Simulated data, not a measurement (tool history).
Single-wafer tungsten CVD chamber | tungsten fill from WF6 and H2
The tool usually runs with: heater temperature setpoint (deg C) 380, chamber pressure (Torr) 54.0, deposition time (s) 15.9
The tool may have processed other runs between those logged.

run    hour  heater temperature setpoint (deg C)  chamber pressure (Torr)  deposition time (s)  read-back reference wafer on the same gauge, thickness_nm  mean film thickness on the monitor wafer (nm)
  1     0.0                                  380                     54.0                 15.9                                                     43.646                                         38.320
  2   105.6                                  380                     54.0                 15.9                                                     43.601                                         38.057
  3   154.4                                  380                     54.0                 15.9                                                     43.649                                         38.271
  4   214.4                                  380                     49.8                 15.9                                                     43.653                                         36.047
  5   308.4                                  380                     51.2                 15.9                                                     43.550                                         36.789
      309.1  -- gauge calibrated
  6   413.3                                  380                     51.2                 15.9                                                     43.574                                         36.841
  7   500.3                                  376                     46.3                 15.9                                                     43.516                                         31.116
  8   565.8                                  376                     46.3                 15.9                                                     43.632                                         31.206
  9   616.5                                  380                     54.0                 15.9                                                     43.620                                         38.029
 10   704.3                                  380                     62.4                 16.7                                                     43.647                                         43.394
      795.7  -- showerhead replaced, of another model than before
 11   828.5                                  380                     62.4                 16.7                                                     43.576                                         44.373
 12   886.0                                  380                     62.4                 16.7                                                     43.630                                         44.135
 13   955.4                                  369                     54.0                 15.9                                                     43.635                                         28.367
 14  1026.5                                  369                     54.0                 15.9                                                     43.604                                         28.367
     1036.3  -- thermocouple changed; heater temperature recalibrated
 15  1257.4                                  373                     66.6                 15.9                                                     43.599                                         37.149
 16  1318.3                                  384                     54.0                 17.4                                                     43.587                                         43.691
 17  1407.7                                  391                     43.3                 16.7                                                     43.608                                         37.319
 18  1509.9                                  380                     61.7                 15.9                                                     43.559                                         40.708
 19  1572.6                                  385                     42.9                 15.9                                                     43.617                                         30.179
     1593.5  -- capacitance manometer re-zeroed and calibrated
 20  1677.1                                  389                     54.0                 15.9                                                     43.557                                         46.992
 21  1769.3                                  391                     54.0                 15.9                                                     43.609                                         49.100
     1777.1  -- gauge calibrated
 22  1868.5                                  380                     54.0                 15.9                                                     43.666                                         38.523
 23  1973.6                                  370                     48.2                 14.7                                                     43.595                                         24.809
 24  2054.1                                  371                     54.0                 15.9                                                     43.627                                         30.977
 25  2093.1                                  373                     64.4                 17.5                                                     43.603                                         41.791
 26  2138.3                                  380                     54.0                 15.9                                                     43.563                                         38.406
 27  2189.3                                  380                     54.0                 15.9                                                     43.586                                         38.189

What does the tool deliver on the next run?
 28  2264.7                                  380                     54.0                 15.9                                                          ?                                              ?

read-back reference wafer on the same gauge, thickness_nm: 43.587
mean film thickness on the monitor wafer (nm): 38.464
Without the tool's hidden state the same run would have given mean film thickness on the monitor wafer (nm) 38.762.
